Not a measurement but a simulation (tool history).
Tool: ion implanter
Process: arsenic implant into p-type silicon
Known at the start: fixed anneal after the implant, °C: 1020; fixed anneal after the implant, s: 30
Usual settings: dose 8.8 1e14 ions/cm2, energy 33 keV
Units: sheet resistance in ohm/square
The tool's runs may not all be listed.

run,hour,dose,energy,wafers since the last listed run,hours since the last dose calibration,hours since the extraction supply was calibrated,hours since the gauge calibration,"read-back reference wafer on the same gauge, sheet resistance",sheet resistance
1,0,8.8,40,0,1457.3,2907,809.7,102.02,126.63
# hour 7.5: gauge calibrated
2,33.5,8.8,40,890,1490.8,2940.5,26,102.02,126.94
3,88.7,8.8,33,1467,1546,2995.7,81.2,101.98,130.33
4,153.5,8.8,33,1722,1610.8,3060.5,146,102.02,130.27
5,221.3,8.8,33,1802,1678.6,3128.3,213.8,101.93,130.97
6,260.8,8.8,33,1050,1718.1,3167.8,253.3,102.14,131.01
7,311,8.8,41,1334,1768.3,3218,303.5,102.18,126.75
# hour 496.4: extraction supply calibrated
8,504.7,8.8,41,4936,1962,8.3,497.2,102.02,127.13
9,531.8,8.8,41,720,1989.1,35.4,524.3,101.97,126.49
10,567.8,8.24,33,957,2025.1,71.4,560.3,102.09,137.23
11,592.4,7.26,24,654,2049.7,96,584.9,102.03,157.77
12,626.4,8.8,33,903,2083.7,130,618.9,102.02,131.15
# hour 646.4: Faraday cup replaced and dose calibrated
13,657.5,8.8,43.5,614,11.1,161.1,650,102.07,121.07
14,700.4,7.42,25.5,1140,54,204,692.9,102.06,148.56
# hour 745.4: gauge calibrated
15,750.6,10.24,25.5,1334,104.2,254.2,5.2,101.91,119.82
16,789.2,8.8,33,1026,142.8,292.8,43.8,101.82,126.55
17,831.7,8.03,39.5,1129,185.3,335.3,86.3,102.04,131.97
18,870.2,7.38,23.5,1023,223.8,373.8,124.8,101.82,152.06
19,921.8,8.8,33,1371,275.4,425.4,176.4,101.86,127.55
20,966.9,8.8,40.5,1199,320.5,470.5,221.5,101.79,124.5
21,999.4,8.01,27.5,864,353,503,254,102.01,140.01
22,1035.7,11.1,33,965,389.3,539.3,290.3,101.95,109.66

Forecast each of these 5 alternatives for the next run:
A,1036.1,8.8,33,10,389.7,539.7,290.7,?,?
B,1036.1,6.33,29,10,389.7,539.7,290.7,?,?
C,1036.1,10.99,36.5,10,389.7,539.7,290.7,?,?
D,1036.1,9.62,33,10,389.7,539.7,290.7,?,?
E,1036.1,8.8,42.5,10,389.7,539.7,290.7,?,?

run,"read-back reference wafer on the same gauge, sheet resistance",sheet resistance
A,101.94,128.05
B,101.94,166.34
C,101.94,108.36
D,101.94,120.38
E,101.94,123.13
Without the tool's hidden state the same runs would have given:
run,sheet resistance
A,127
B,164.88
C,107.55
D,119.43
E,122.1
